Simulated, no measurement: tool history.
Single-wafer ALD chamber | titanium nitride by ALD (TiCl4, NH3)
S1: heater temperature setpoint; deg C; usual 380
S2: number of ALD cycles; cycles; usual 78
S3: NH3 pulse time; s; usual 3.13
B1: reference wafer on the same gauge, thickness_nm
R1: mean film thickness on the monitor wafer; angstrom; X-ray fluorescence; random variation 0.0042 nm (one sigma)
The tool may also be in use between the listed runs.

Run 1, day 0: usual settings; B1 1.939. Result: R1 17.24 angstrom.
At day 0.75: gauge calibrated.
Run 2, day 2.833: usual settings; B1 1.913. Result: R1 17.04 angstrom.
Run 3, day 4.008: usual settings; B1 1.915. Result: R1 17.01 angstrom.
Run 4, day 8.912: usual settings but S1 389 deg C, S3 3.82 s; B1 1.922. Result: R1 17.36 angstrom.
Run 5, day 11.5: usual settings but S1 389 deg C, S3 3.82 s; B1 1.926. Result: R1 17.32 angstrom.
At day 12.771: thermocouple changed; heater temperature recalibrated.
Run 6, day 13.833: usual settings but S1 389 deg C, S3 3.82 s; B1 1.929. Result: R1 17.39 angstrom.
Run 7, day 15.604: usual settings but S1 387 deg C; B1 1.932. Result: R1 17.25 angstrom.
At day 17.292: showerhead replaced.
Run 8, day 18.383: usual settings but S1 369 deg C, S2 87 cycles; B1 1.935. Result: R1 18.94 angstrom.
At day 19.808: gauge calibrated.
Run 9, day 20.088: usual settings but S1 389 deg C; B1 1.908. Result: R1 17.07 angstrom.
Run 10, day 21.746: usual settings but S1 371 deg C, S3 3.65 s; B1 1.911. Result: R1 17.01 angstrom.
Run 11, day 24.442: usual settings but S1 385 deg C, S2 85 cycles, S3 2.66 s; B1 1.915. Result: R1 18.48 angstrom.
Run 12, day 27.058: usual settings but S1 365 deg C, S2 73 cycles, S3 4.12 s; B1 1.918. Result: R1 15.91 angstrom.
Run 13, day 28.9: usual settings; B1 1.921. Result: R1 17.12 angstrom.
Run 14, day 30.304: usual settings but S1 365 deg C, S2 64 cycles, S3 2.22 s; B1 1.924. Result: R1 13.45 angstrom.

Forecast each of these 4 alternatives for the next run:
Run A, day 30.329: usual settings but S2 67 cycles; B1 ?. Result: R1 ?.
Run B, day 30.329: usual settings but S1 393 deg C, S2 90 cycles, S3 4.33 s; B1 ?. Result: R1 ?.
Run C, day 30.329: usual settings but S1 385 deg C, S2 63 cycles, S3 2.17 s; B1 ?. Result: R1 ?.
Run D, day 30.329: usual settings but S1 367 deg C, S2 73 cycles, S3 3.58 s; B1 ?. Result: R1 ?.

run     B1     R1
  A  1.924  14.65
  B  1.924  20.07
  C  1.924  13.54
  D  1.924  15.88
Without the tool's hidden state the same runs would have given:
run     R1
  A  14.55
  B  19.92
  C  13.44
  D  15.77
